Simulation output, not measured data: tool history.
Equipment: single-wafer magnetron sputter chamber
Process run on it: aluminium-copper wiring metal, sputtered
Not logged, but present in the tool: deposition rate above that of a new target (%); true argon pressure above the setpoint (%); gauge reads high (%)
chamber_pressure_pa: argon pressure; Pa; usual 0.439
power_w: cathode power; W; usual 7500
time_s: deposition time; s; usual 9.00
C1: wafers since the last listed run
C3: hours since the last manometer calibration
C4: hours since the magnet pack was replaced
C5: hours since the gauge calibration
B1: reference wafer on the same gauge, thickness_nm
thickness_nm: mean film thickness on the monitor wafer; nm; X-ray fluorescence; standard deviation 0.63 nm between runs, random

Run 1, hour 0.0: usual settings; C1 0; wafers on the sputter target 4673; C3 1620.0; C4 5728.7; C5 476.9; B1 103.896. Result: thickness_nm 111.819 nm.
Run 2, hour 47.9: usual settings; C1 2205; wafers on the sputter target 6878; C3 1667.9; C4 5776.6; C5 524.8; B1 103.909. Result: thickness_nm 111.962 nm.
Run 3, hour 118.7: usual settings but chamber_pressure_pa 0.527 Pa; C1 3259; wafers on the sputter target 10137; C3 1738.7; C4 5847.4; C5 595.6; B1 104.036. Result: thickness_nm 104.404 nm.
At hour 161.6: sputter target and shields replaced.
At hour 162.8: gauge calibrated.
Run 4, hour 167.0: usual settings but chamber_pressure_pa 0.527 Pa; C1 1855; wafers on the sputter target 249; C3 1787.0; C4 5895.7; C5 4.2; B1 103.963. Result: thickness_nm 109.824 nm.
Run 5, hour 226.1: usual settings but chamber_pressure_pa 0.527 Pa; C1 2720; wafers on the sputter target 2970; C3 1846.1; C4 5954.8; C5 63.3; B1 103.902. Result: thickness_nm 108.225 nm.
Run 6, hour 265.8: usual settings but time_s 7.89 s; C1 1827; wafers on the sputter target 4797; C3 1885.8; C4 5994.5; C5 103.0; B1 103.811. Result: thickness_nm 97.626 nm.
Run 7, hour 317.1: usual settings; C1 2361; wafers on the sputter target 7159; C3 1937.1; C4 6045.8; C5 154.3; B1 103.939. Result: thickness_nm 110.084 nm.
Run 8, hour 384.5: usual settings; C1 3102; wafers on the sputter target 10262; C3 2004.5; C4 6113.2; C5 221.7; B1 104.004. Result: thickness_nm 110.230 nm.
Run 9, hour 420.5: usual settings; C1 1657; wafers on the sputter target 11919; C3 2040.5; C4 6149.2; C5 257.7; B1 103.873. Result: thickness_nm 109.594 nm.
At hour 440.5: sputter target and shields replaced.
Run 10, hour 467.6: usual settings; C1 1799; wafers on the sputter target 1249; C3 2087.6; C4 6196.3; C5 304.8; B1 103.871. Result: thickness_nm 113.253 nm.
Run 11, hour 539.6: usual settings; C1 3314; wafers on the sputter target 4563; C3 2159.6; C4 6268.3; C5 376.8; B1 103.948. Result: thickness_nm 110.945 nm.
Run 12, hour 567.0: usual settings; C1 1261; wafers on the sputter target 5825; C3 2187.0; C4 6295.7; C5 404.2; B1 103.946. Result: thickness_nm 111.127 nm.
At hour 583.1: magnet pack replaced.
Run 13, hour 618.2: usual settings; C1 1988; wafers on the sputter target 7813; C3 2238.2; C4 35.1; C5 455.4; B1 103.958. Result: thickness_nm 110.919 nm.
Run 14, hour 642.3: usual settings but chamber_pressure_pa 0.492 Pa, power_w 7050 W, time_s 8.47 s; C1 1109; wafers on the sputter target 8923; C3 2262.3; C4 59.2; C5 479.5; B1 103.951. Result: thickness_nm 96.214 nm.
Run 15, hour 681.3: usual settings but chamber_pressure_pa 0.505 Pa, power_w 5850 W, time_s 8.29 s; C1 1795; wafers on the sputter target 10718; C3 2301.3; C4 98.2; C5 518.5; B1 103.927. Result: thickness_nm 80.631 nm.

Expected results for the next run?
At hour 714.1: sputter target and shields replaced.
Run 16, hour 714.6: usual settings but chamber_pressure_pa 0.268 Pa, power_w 5850 W; C1 1164; wafers on the sputter target 24; C3 2334.6; C4 131.5; C5 551.8; B1 ?. Result: thickness_nm ?.

B1: 103.943
thickness_nm: 103.321 nm
Without the tool's hidden state the same run would have given thickness_nm 103.626 nm.
